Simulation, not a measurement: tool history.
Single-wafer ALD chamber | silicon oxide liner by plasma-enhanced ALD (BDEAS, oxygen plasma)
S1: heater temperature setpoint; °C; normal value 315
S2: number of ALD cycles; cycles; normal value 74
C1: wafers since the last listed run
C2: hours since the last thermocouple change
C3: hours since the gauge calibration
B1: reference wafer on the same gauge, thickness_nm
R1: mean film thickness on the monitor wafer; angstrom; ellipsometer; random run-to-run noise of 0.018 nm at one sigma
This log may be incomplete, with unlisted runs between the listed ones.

run	hour	S1	S2	C1	C2	C3	B1	R1
1	0.0	320	74	0	1411.9	125.3	6.870	70.94
2	32.6	320	74	118	1444.5	157.9	6.875	71.17
3	99.7	320	74	244	1511.6	225.0	6.866	70.90
4	125.0	309	74	92	1536.9	250.3	6.871	72.23
5	170.0	309	74	163	1581.9	295.3	6.873	71.96
6	197.2	315	74	98	1609.1	322.5	6.873	71.24
# hour 264.2: thermocouple changed; heater temperature recalibrated
7	264.7	315	74	216	0.5	390.0	6.873	71.59
8	311.1	315	74	168	46.9	436.4	6.872	71.30
9	341.2	315	74	109	77.0	466.5	6.868	71.43
10	372.2	323	88	112	108.0	497.5	6.873	84.50
# hour 392.7: gauge calibrated
11	487.4	320	74	419	223.2	94.7	6.877	71.35
12	549.2	303	86	224	285.0	156.5	6.867	84.02
13	620.2	324	66	258	356.0	227.5	6.874	62.93
14	651.7	303	81	114	387.5	259.0	6.870	79.58
15	710.0	304	87	212	445.8	317.3	6.866	84.98

Predict the results of run 16:
16	765.7	322	61	202	501.5	373.0	?	?

B1: 6.871
R1: 58.52 angstrom
Minus the tool's unlogged condition, the same run would have read R1 58.52 angstrom.
